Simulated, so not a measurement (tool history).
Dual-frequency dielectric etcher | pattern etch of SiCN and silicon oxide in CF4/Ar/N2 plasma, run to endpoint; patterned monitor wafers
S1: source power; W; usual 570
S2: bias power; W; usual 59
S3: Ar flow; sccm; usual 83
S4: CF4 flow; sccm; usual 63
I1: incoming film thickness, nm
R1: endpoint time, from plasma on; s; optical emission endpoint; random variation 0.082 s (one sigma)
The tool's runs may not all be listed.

run 1 hour=0 | S1=570 S2=59 S3=83 S4=67 | I1=16.86 | R1=14.8
run 2 hour=21.8 | S1=570 S2=59 S3=83 S4=63 | I1=16.8 | R1=14.6
run 3 hour=34.5 | S1=570 S2=59 S3=83 S4=63 | I1=16.88 | R1=14.7
run 4 hour=55.8 | S1=620 S2=59 S3=77 S4=53 | I1=16.9 | R1=13.5
run 5 hour=85.8 | S1=640 S2=59 S3=83 S4=58 | I1=16.76 | R1=13.1
-- hour=104.1 bias power generator calibrated
run 6 hour=108 | S1=570 S2=59 S3=83 S4=67 | I1=16.85 | R1=14.6
run 7 hour=129.3 | S1=570 S2=51 S3=83 S4=50 | I1=16.82 | R1=15.9
run 8 hour=164.6 | S1=570 S2=67 S3=62 S4=72 | I1=16.82 | R1=13.3
-- hour=219.5 wet clean of the chamber
run 9 hour=246.4 | S1=570 S2=51 S3=99 S4=63 | I1=16.76 | R1=16
-- hour=277.1 source power generator calibrated
run 10 hour=277.6 | S1=570 S2=59 S3=83 S4=63 | I1=16.55 | R1=14.5
run 11 hour=300.8 | S1=570 S2=72 S3=83 S4=48 | I1=16.77 | R1=14
run 12 hour=317.4 | S1=570 S2=49 S3=83 S4=75 | I1=16.91 | R1=15.5
run 13 hour=339.4 | S1=570 S2=52 S3=83 S4=63 | I1=16.94 | R1=15.5
run 14 hour=374.9 | S1=570 S2=59 S3=83 S4=50 | I1=16.65 | R1=14.9
run 15 hour=393.8 | S1=570 S2=59 S3=83 S4=63 | I1=16.85 | R1=14.8
run 16 hour=424.8 | S1=460 S2=59 S3=83 S4=63 | I1=16.77 | R1=18.9
run 17 hour=496.7 | S1=570 S2=59 S3=83 S4=69 | I1=16.86 | R1=14.7
run 18 hour=525.6 | S1=570 S2=59 S3=83 S4=63 | I1=16.97 | R1=14.9
run 19 hour=551.5 | S1=570 S2=59 S3=83 S4=63 | I1=16.72 | R1=14.7
run 20 hour=574.5 | S1=570 S2=59 S3=83 S4=74 | I1=16.7 | R1=14.3
run 21 hour=605.1 | S1=570 S2=45 S3=65 S4=63 | I1=16.83 | R1=15.3
run 22 hour=625.5 | S1=530 S2=49 S3=101 S4=77 | I1=16.86 | R1=17.5
run 23 hour=658.4 | S1=570 S2=49 S3=83 S4=63 | I1=16.64 | R1=15.4
run 24 hour=693.9 | S1=570 S2=59 S3=83 S4=63 | I1=16.9 | R1=14.9
run 25 hour=719.9 | S1=570 S2=64 S3=97 S4=63 | I1=16.71 | R1=14.5

3 ways to go on from here, each from the tool as it stands after run 25. What would each give?
run A hour=720.3 | S1=570 S2=59 S3=74 S4=63 | I1=16.99 | R1=?
run B hour=720.3 | S1=570 S2=59 S3=77 S4=73 | I1=16.99 | R1=?
run C hour=720.3 | S1=490 S2=59 S3=83 S4=63 | I1=16.99 | R1=?

run=A R1=14.5
run=B R1=14.4
run=C R1=17.7
Without the tool's hidden state the same runs would have given:
run=A R1=14.5
run=B R1=14.4
run=C R1=17.7

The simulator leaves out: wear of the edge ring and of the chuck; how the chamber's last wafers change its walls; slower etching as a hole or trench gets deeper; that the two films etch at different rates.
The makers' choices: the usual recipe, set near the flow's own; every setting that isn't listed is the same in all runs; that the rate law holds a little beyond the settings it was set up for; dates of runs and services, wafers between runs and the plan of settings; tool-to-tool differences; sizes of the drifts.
